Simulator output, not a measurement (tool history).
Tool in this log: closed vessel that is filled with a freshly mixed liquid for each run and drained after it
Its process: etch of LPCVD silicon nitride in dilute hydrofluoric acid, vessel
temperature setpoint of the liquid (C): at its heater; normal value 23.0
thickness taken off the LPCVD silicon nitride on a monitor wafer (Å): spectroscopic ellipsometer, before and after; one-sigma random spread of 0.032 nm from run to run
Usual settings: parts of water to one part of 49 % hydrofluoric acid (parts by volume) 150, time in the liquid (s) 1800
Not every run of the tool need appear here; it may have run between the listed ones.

run	hour	temperature setpoint of the liquid (C)	parts of water to one part of 49 % hydrofluoric acid (parts by volume)	time in the liquid (s)	wafers since the last listed run	hours since the thermometer was replaced	hours since the hydrofluoric acid flow meter was replaced	hours since the gauge calibration	read-back film thickness of the LPCVD silicon nitride reference wafer, read on the same gauge (nm)	thickness taken off the LPCVD silicon nitride on a monitor wafer (Å)
1	0.0	23.0	150	1800	0	2011.3	255.5	118.5	99.99	69.5
2	17.6	23.0	150	1800	653	2028.9	273.1	136.1	99.95	69.6
3	29.2	26.0	150	1800	430	2040.5	284.7	147.7	100.00	84.2
4	44.7	25.0	150	1800	575	2056.0	300.2	163.2	100.01	78.8
5	54.7	25.0	150	1800	371	2066.0	310.2	173.2	99.98	79.5
6	67.3	25.0	150	1800	467	2078.6	322.8	185.8	100.00	79.8
7	88.9	23.0	150	1800	802	2100.2	344.4	207.4	99.95	70.8
8	101.2	23.0	150	1800	456	2112.5	356.7	219.7	100.00	70.0
9	114.0	23.0	150	1420	475	2125.3	369.5	232.5	100.04	55.7
10	131.8	23.0	150	1420	660	2143.1	387.3	250.3	99.98	56.1
11	142.4	21.0	150	1800	393	2153.7	397.9	260.9	99.98	61.8
12	158.3	23.0	150	1800	590	2169.6	413.8	276.8	99.95	71.2
13	170.5	23.0	150	1800	453	2181.8	426.0	289.0	100.00	71.0
14	186.2	23.0	150	1800	583	2197.5	441.7	304.7	99.99	71.1
# hour 188.6: gauge calibrated
# hour 196.6: thermometer replaced
15	202.8	23.0	150	2435	579	6.2	458.3	14.2	100.01	83.6
16	209.2	26.0	195	1365	237	12.6	464.7	20.6	100.00	43.4
17	220.2	28.0	150	2540	408	23.6	475.7	31.6	99.98	120.0
18	237.7	19.5	150	1135	649	41.1	493.2	49.1	100.01	31.1
# hour 247.4: hydrofluoric acid flow meter replaced
19	249.7	23.0	150	1800	408	53.1	2.3	61.1	99.96	59.9
20	266.6	23.0	150	1800	627	70.0	19.2	78.0	99.99	59.4
21	275.0	23.0	150	1800	311	78.4	27.6	86.4	100.00	60.1

Run 22 comes next. What will it give?
22	281.2	26.0	150	2465	230	84.6	33.8	92.6	?	?

read-back film thickness of the LPCVD silicon nitride reference wafer, read on the same gauge (nm): 99.99
thickness taken off the LPCVD silicon nitride on a monitor wafer (Å): 99.7
Were there no unlogged condition in the tool, this run, its random variation unchanged, would have produced thickness taken off the LPCVD silicon nitride on a monitor wafer (Å) 97.0.
